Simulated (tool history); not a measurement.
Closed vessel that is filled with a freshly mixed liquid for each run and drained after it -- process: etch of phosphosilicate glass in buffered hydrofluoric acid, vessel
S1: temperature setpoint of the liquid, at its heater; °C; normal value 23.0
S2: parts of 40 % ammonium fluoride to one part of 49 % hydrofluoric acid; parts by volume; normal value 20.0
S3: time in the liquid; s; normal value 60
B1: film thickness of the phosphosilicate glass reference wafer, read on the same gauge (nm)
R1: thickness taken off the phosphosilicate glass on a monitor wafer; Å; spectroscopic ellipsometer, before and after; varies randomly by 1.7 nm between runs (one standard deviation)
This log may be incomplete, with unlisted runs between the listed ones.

run   hour    S1    S2  S3     B1      R1
  1    0.0  23.0  20.0  60  30.05  2260.9
  2   12.9  23.0  20.0  60  29.98  2253.3
  3   34.0  23.0  23.5  40  30.00  1325.2
  4   68.5  23.0  26.5  80  30.01  2509.9
  5   94.8  23.0  26.5  80  30.00  2516.3
  6  119.9  23.0  26.5  80  29.98  2522.9
  7  215.6  21.5  20.0  60  29.99  2120.6
  8  230.0  21.5  20.0  60  30.00  2144.1
  9  253.1  23.0  20.0  60  30.00  2341.4
 10  273.9  23.0  20.0  60  30.00  2279.7
     280.8  -- thermometer replaced
 11  307.9  23.0  26.0  60  29.99  1775.9
 12  322.4  23.0  26.0  60  29.99  1759.2
     336.3  -- hydrofluoric acid flow meter replaced
 13  347.7  23.0  26.0  60  30.02  1768.2
 14  364.3  24.5  20.0  30  29.97  1141.9
 15  380.5  23.0  13.0  60  29.97  3227.3
 16  398.6  20.5  25.5  60  30.02  1568.1
 17  425.5  25.5  14.5  60  30.00  3354.1
 18  480.3  23.0  20.0  60  30.02  2132.7
 19  494.3  18.5  24.0  95  29.98  2306.4
 20  521.0  25.5  14.0  60  30.00  3479.3
     542.4  -- gauge calibrated
 21  590.3  23.0  20.0  35  29.96  1273.2
 22  623.2  27.0  24.0  30  30.02  1185.9
 23  644.4  28.0  17.5  50  29.98  2681.4
 24  656.5  23.0  14.0  40  30.00  2023.8
 25  675.6  26.5  22.0  40  29.99  1614.9
 26  708.2  28.0  14.0  90  29.98  6087.3
 27  723.7  23.0  26.5  30  29.99   892.6
 28  735.7  23.0  20.0  60  29.96  2200.6
 29  748.5  23.0  20.0  60  30.00  2188.1
 30  767.5  23.0  20.0  60  30.01  2216.9
 31  837.5  23.0  24.0  60  30.00  1956.8
 32  867.8  26.0  13.0  80  30.00  5264.8

Each row is a separate what-if for the run after 32, all from the same tool condition, not one after another. Results?
  A  868.5  23.0  20.0  60   ?   ?
  B  868.5  26.0  20.0  75   ?   ?
  C  868.5  20.0  14.5  45   ?   ?
  D  868.5  25.5  14.0  75   ?   ?

run     B1      R1
  A  30.04  2190.4
  B  30.04  3221.5
  C  30.04  1911.1
  D  30.04  4453.3
Take away the tool's hidden state, keep each run's random variation, and the runs would have read:
run      R1
  A  2064.3
  B  3039.4
  C  1799.2
  D  4201.6
